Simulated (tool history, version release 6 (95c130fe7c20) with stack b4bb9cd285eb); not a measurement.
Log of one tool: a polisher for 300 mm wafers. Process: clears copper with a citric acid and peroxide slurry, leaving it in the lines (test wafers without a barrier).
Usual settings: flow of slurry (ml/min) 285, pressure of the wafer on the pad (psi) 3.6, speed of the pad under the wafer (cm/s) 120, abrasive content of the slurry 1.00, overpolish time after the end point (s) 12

| run | day | flow of slurry (ml/min) | pressure of the wafer on the pad (psi) | speed of the pad under the wafer (cm/s) | abrasive content of the slurry | overpolish time after the end point (s) | incoming thickness of the incoming film, nm | time until the end point was called (s) | dishing of a wide line in a test structure (angstrom) |
|---|---|---|---|---|---|---|---|---|---|
| 1 | 0.000 | 285 | 3.6 | 120 | 1.10 | 12 | 245.1 | 71.9 | 268 |
| 2 | 0.617 | 285 | 3.6 | 120 | 1.10 | 12 | 250.3 | 75.3 | 276 |
| 3 | 1.104 | 285 | 3.9 | 120 | 1.00 | 12 | 245.2 | 69.9 | 285 |
|  | 1.504 | worn pad replaced by a new one |
| 4 | 1.525 | 285 | 3.9 | 120 | 1.00 | 12 | 245.5 | 70.0 | 290 |
| 5 | 1.812 | 285 | 3.9 | 120 | 1.00 | 12 | 245.5 | 69.1 | 296 |
| 6 | 3.417 | 285 | 3.6 | 120 | 1.00 | 17 | 247.4 | 76.5 | 354 |
| 7 | 4.050 | 285 | 3.6 | 150 | 0.75 | 12 | 245.7 | 73.0 | 273 |
|  | 4.771 | worn pad replaced by a new one |
| 8 | 4.792 | 285 | 3.6 | 150 | 1.10 | 12 | 245.7 | 64.8 | 299 |
|  | 5.817 | slurry blender recalibrated |
| 9 | 6.542 | 285 | 3.6 | 150 | 1.10 | 12 | 245.3 | 67.5 | 297 |
| 10 | 6.846 | 285 | 3.6 | 150 | 1.10 | 12 | 244.0 | 67.5 | 293 |
| 11 | 7.250 | 285 | 3.6 | 120 | 1.00 | 12 | 247.0 | 80.9 | 261 |
|  | 7.392 | slurry nozzle cleaned |
|  | 7.562 | worn pad replaced by a new one |
| 12 | 7.633 | 285 | 3.6 | 120 | 1.00 | 12 | 248.2 | 82.4 | 258 |
|  | 7.833 | head pressure recalibrated |
|  | 7.954 | slurry blender recalibrated, repeated, since the last time left the tool worse |
| 13 | 7.975 | 285 | 3.6 | 120 | 1.00 | 12 | 247.5 | 75.3 | 270 |
| 14 | 8.375 | 215 | 3.6 | 120 | 1.00 | 12 | 243.8 | 76.9 | 258 |
| 15 | 9.042 | 285 | 3.6 | 120 | 1.00 | 18 | 245.9 | 73.6 | 376 |
| 16 | 9.754 | 285 | 3.6 | 120 | 1.00 | 12 | 240.8 | 71.9 | 276 |
| 17 | 10.604 | 285 | 3.2 | 80 | 1.00 | 17 | 244.1 | 104.6 | 271 |
|  | 10.867 | worn pad replaced by a new one |
| 18 | 11.050 | 285 | 3.6 | 132 | 1.00 | 12 | 243.7 | 70.1 | 282 |
| 19 | 12.138 | 285 | 4.9 | 120 | 0.85 | 10 | 247.3 | 57.6 | 278 |
| 20 | 12.404 | 285 | 3.6 | 120 | 1.00 | 12 | 244.7 | 74.9 | 277 |
| 21 | 12.917 | 285 | 3.6 | 120 | 0.85 | 12 | 249.6 | 81.0 | 259 |
| 22 | 13.217 | 285 | 3.6 | 140 | 1.15 | 12 | 244.8 | 65.0 | 299 |
| 23 | 13.504 | 285 | 4.1 | 120 | 1.00 | 12 | 245.4 | 65.6 | 296 |
|  | 14.079 | worn pad replaced by a new one |
| 24 | 14.179 | 325 | 3.6 | 148 | 0.80 | 12 | 244.3 | 70.4 | 284 |
| 25 | 14.612 | 285 | 2.8 | 120 | 1.00 | 16 | 243.4 | 95.8 | 271 |
| 26 | 15.133 | 285 | 3.6 | 160 | 1.00 | 12 | 243.7 | 62.8 | 307 |
| 27 | 15.400 | 285 | 3.6 | 120 | 1.00 | 12 | 242.3 | 75.8 | 264 |

How would selected steps in time until the end point was called (s) from run to run divide? Give the signed amount a tool lacking its hidden state would still show from settings, what came in and random variation, and the signed amount left for the hidden state, including any gauge scatter that is not in both of the compared results.
The tool's hidden condition here consists of: removal rate lost through wear of the pad, %; slurry flow missing at the pad, %; deviation of the head's pressure from its setpoint, %; abrasive missing from the slurry, %.
Run 8 -> 9: slurry blender recalibrated. time until the end point was called (s) +2.7: hidden state +3.1, all else -0.4.
Run 12 -> 13: head pressure recalibrated, slurry blender recalibrated, repeated, since the last time left the tool worse. time until the end point was called (s) -7.1: hidden state -6.2, all else -0.9.
Run 17 -> 18: pressure of the wafer on the pad (psi) 3.2 -> 3.6, speed of the pad under the wafer (cm/s) 80 -> 132, overpolish time after the end point (s) 17 -> 12, worn pad replaced by a new one. time until the end point was called (s) -34.5: hidden state +0.0, all else -34.5.
Run 25 -> 26: pressure of the wafer on the pad (psi) 2.8 -> 3.6, speed of the pad under the wafer (cm/s) 120 -> 160, overpolish time after the end point (s) 16 -> 12. time until the end point was called (s) -33.0: hidden state -0.5, all else -32.5.

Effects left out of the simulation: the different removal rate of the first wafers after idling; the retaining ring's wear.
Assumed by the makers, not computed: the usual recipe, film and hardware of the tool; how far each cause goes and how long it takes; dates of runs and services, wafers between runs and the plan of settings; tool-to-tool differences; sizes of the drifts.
